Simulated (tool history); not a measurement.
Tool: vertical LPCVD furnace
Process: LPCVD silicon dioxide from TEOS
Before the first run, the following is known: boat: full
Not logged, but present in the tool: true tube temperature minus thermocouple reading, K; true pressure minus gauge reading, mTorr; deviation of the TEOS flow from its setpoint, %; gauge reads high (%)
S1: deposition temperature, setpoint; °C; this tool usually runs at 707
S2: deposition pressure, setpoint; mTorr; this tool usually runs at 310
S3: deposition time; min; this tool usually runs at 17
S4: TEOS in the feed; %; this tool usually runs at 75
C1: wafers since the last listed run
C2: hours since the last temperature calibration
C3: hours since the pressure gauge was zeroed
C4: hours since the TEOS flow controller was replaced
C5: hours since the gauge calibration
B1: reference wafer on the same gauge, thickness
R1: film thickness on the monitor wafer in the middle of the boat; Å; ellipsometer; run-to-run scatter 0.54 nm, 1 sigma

{"run": 1, "day": 0.0, "S1": 707, "S2": 310, "S3": 17, "S4": 75, "C1": 0, "C2": 1760.9, "C3": 1409.1, "C4": 1583, "C5": 121.1, "B1": 160.86, "R1": 1611.9}
{"run": 2, "day": 2.358, "S1": 707, "S2": 310, "S3": 17, "S4": 75, "C1": 639, "C2": 1817.5, "C3": 1465.7, "C4": 1639.6, "C5": 177.7, "B1": 161.1, "R1": 1621.2}
{"run": 3, "day": 4.608, "S1": 699, "S2": 310, "S3": 17, "S4": 75, "C1": 610, "C2": 1871.5, "C3": 1519.7, "C4": 1693.6, "C5": 231.7, "B1": 160.86, "R1": 1348}
{"run": 4, "day": 5.808, "S1": 699, "S2": 310, "S3": 17, "S4": 75, "C1": 325, "C2": 1900.3, "C3": 1548.5, "C4": 1722.4, "C5": 260.5, "B1": 160.87, "R1": 1353}
{"run": 5, "day": 7.767, "S1": 699, "S2": 310, "S3": 17, "S4": 75, "C1": 531, "C2": 1947.3, "C3": 1595.5, "C4": 1769.4, "C5": 307.5, "B1": 161.01, "R1": 1354.4}
{"run": 6, "day": 9.521, "S1": 707, "S2": 310, "S3": 17, "S4": 75, "C1": 475, "C2": 1989.4, "C3": 1637.6, "C4": 1811.5, "C5": 349.6, "B1": 160.75, "R1": 1625.4}
{"run": 7, "day": 12.017, "S1": 707, "S2": 310, "S3": 17, "S4": 75, "C1": 677, "C2": 2049.3, "C3": 1697.5, "C4": 1871.4, "C5": 409.5, "B1": 161.08, "R1": 1624.2}
{"run": 8, "day": 14.629, "S1": 707, "S2": 310, "S3": 17, "S4": 75, "C1": 708, "C2": 2112, "C3": 1760.2, "C4": 1934.1, "C5": 472.2, "B1": 160.78, "R1": 1621}
{"day": 16.3, "done": "pressure gauge zeroed"}
{"run": 9, "day": 16.321, "S1": 707, "S2": 265, "S3": 17, "S4": 75, "C1": 187, "C2": 2152.6, "C3": 0.5, "C4": 1974.7, "C5": 512.8, "B1": 161.1, "R1": 1547.9}
{"run": 10, "day": 17.642, "S1": 707, "S2": 265, "S3": 17, "S4": 75, "C1": 358, "C2": 2184.3, "C3": 32.2, "C4": 2006.4, "C5": 544.5, "B1": 161.13, "R1": 1559.4}
{"run": 11, "day": 18.775, "S1": 707, "S2": 310, "S3": 17, "S4": 75, "C1": 307, "C2": 2211.5, "C3": 59.4, "C4": 2033.6, "C5": 571.7, "B1": 160.98, "R1": 1671.4}
{"run": 12, "day": 20.633, "S1": 707, "S2": 310, "S3": 17, "S4": 75, "C1": 504, "C2": 2256.1, "C3": 104, "C4": 2078.2, "C5": 616.3, "B1": 161.01, "R1": 1690}
{"run": 13, "day": 23.308, "S1": 700, "S2": 310, "S3": 17, "S4": 86, "C1": 725, "C2": 2320.3, "C3": 168.2, "C4": 2142.4, "C5": 680.5, "B1": 161.2, "R1": 1531.6}
{"run": 14, "day": 24.333, "S1": 707, "S2": 310, "S3": 17, "S4": 75, "C1": 278, "C2": 2344.9, "C3": 192.8, "C4": 2167, "C5": 705.1, "B1": 160.98, "R1": 1690.3}
{"day": 25.646, "done": "thermocouples replaced and temperature profile calibrated"}
{"day": 28.175, "done": "TEOS flow controller replaced"}
{"run": 15, "day": 28.196, "S1": 707, "S2": 310, "S3": 17, "S4": 60, "C1": 505, "C2": 61.2, "C3": 285.5, "C4": 0.5, "C5": 797.8, "B1": 160.82, "R1": 1387}
{"run": 16, "day": 29.367, "S1": 707, "S2": 310, "S3": 17, "S4": 75, "C1": 317, "C2": 89.3, "C3": 313.6, "C4": 28.6, "C5": 825.9, "B1": 160.95, "R1": 1553.6}
{"day": 31.121, "done": "gauge calibrated"}
{"run": 17, "day": 31.308, "S1": 707, "S2": 310, "S3": 17, "S4": 84, "C1": 526, "C2": 135.9, "C3": 360.2, "C4": 75.2, "C5": 4.5, "B1": 161.11, "R1": 1642.3}
{"run": 18, "day": 32.779, "S1": 707, "S2": 310, "S3": 12.5, "S4": 67, "C1": 398, "C2": 171.2, "C3": 395.5, "C4": 110.5, "C5": 39.8, "B1": 160.88, "R1": 1080}
{"run": 19, "day": 34.138, "S1": 699, "S2": 310, "S3": 17, "S4": 75, "C1": 368, "C2": 203.8, "C3": 428.1, "C4": 143.1, "C5": 72.4, "B1": 161.07, "R1": 1295.3}
{"run": 20, "day": 36.288, "S1": 711, "S2": 290, "S3": 17, "S4": 75, "C1": 583, "C2": 255.4, "C3": 479.7, "C4": 194.7, "C5": 124, "B1": 160.98, "R1": 1659.4}
{"run": 21, "day": 37.6, "S1": 699, "S2": 310, "S3": 17, "S4": 75, "C1": 356, "C2": 286.9, "C3": 511.2, "C4": 226.2, "C5": 155.5, "B1": 161.19, "R1": 1297.5}
{"run": 22, "day": 40.242, "S1": 704, "S2": 310, "S3": 12, "S4": 75, "C1": 716, "C2": 350.3, "C3": 574.6, "C4": 289.6, "C5": 218.9, "B1": 161.01, "R1": 1035.3}
{"run": 23, "day": 41.712, "S1": 715, "S2": 310, "S3": 17, "S4": 65, "C1": 398, "C2": 385.6, "C3": 609.9, "C4": 324.9, "C5": 254.2, "B1": 161, "R1": 1745.2}
{"run": 24, "day": 44.288, "S1": 719, "S2": 360, "S3": 21, "S4": 89, "C1": 698, "C2": 447.4, "C3": 671.7, "C4": 386.7, "C5": 316, "B1": 161.14, "R1": 2976.7}
{"run": 25, "day": 45.533, "S1": 716, "S2": 255, "S3": 19, "S4": 80, "C1": 337, "C2": 477.3, "C3": 701.6, "C4": 416.6, "C5": 345.9, "B1": 161.18, "R1": 1998.6}

Branching from run 25: 4 alternative next runs. What would each branch give?
{"run": "A", "day": 45.688, "S1": 696, "S2": 310, "S3": 17, "S4": 75, "C1": 41, "C2": 481, "C3": 705.3, "C4": 420.3, "C5": 349.6, "B1": "?", "R1": "?"}
{"run": "B", "day": 45.688, "S1": 707, "S2": 385, "S3": 19, "S4": 75, "C1": 41, "C2": 481, "C3": 705.3, "C4": 420.3, "C5": 349.6, "B1": "?", "R1": "?"}
{"run": "C", "day": 45.688, "S1": 707, "S2": 310, "S3": 14, "S4": 75, "C1": 41, "C2": 481, "C3": 705.3, "C4": 420.3, "C5": 349.6, "B1": "?", "R1": "?"}
{"run": "D", "day": 45.688, "S1": 707, "S2": 310, "S3": 17, "S4": 88, "C1": 41, "C2": 481, "C3": 705.3, "C4": 420.3, "C5": 349.6, "B1": "?", "R1": "?"}

run=A B1=160.99 R1=1215.7
run=B B1=160.99 R1=1954.2
run=C B1=160.99 R1=1291.4
run=D B1=160.99 R1=1698.6
Stripped of hidden state, with their random variation kept, the same runs would have yielded:
run=A R1=1191.3
run=B R1=1914.9
run=C R1=1266.1
run=D R1=1665.3
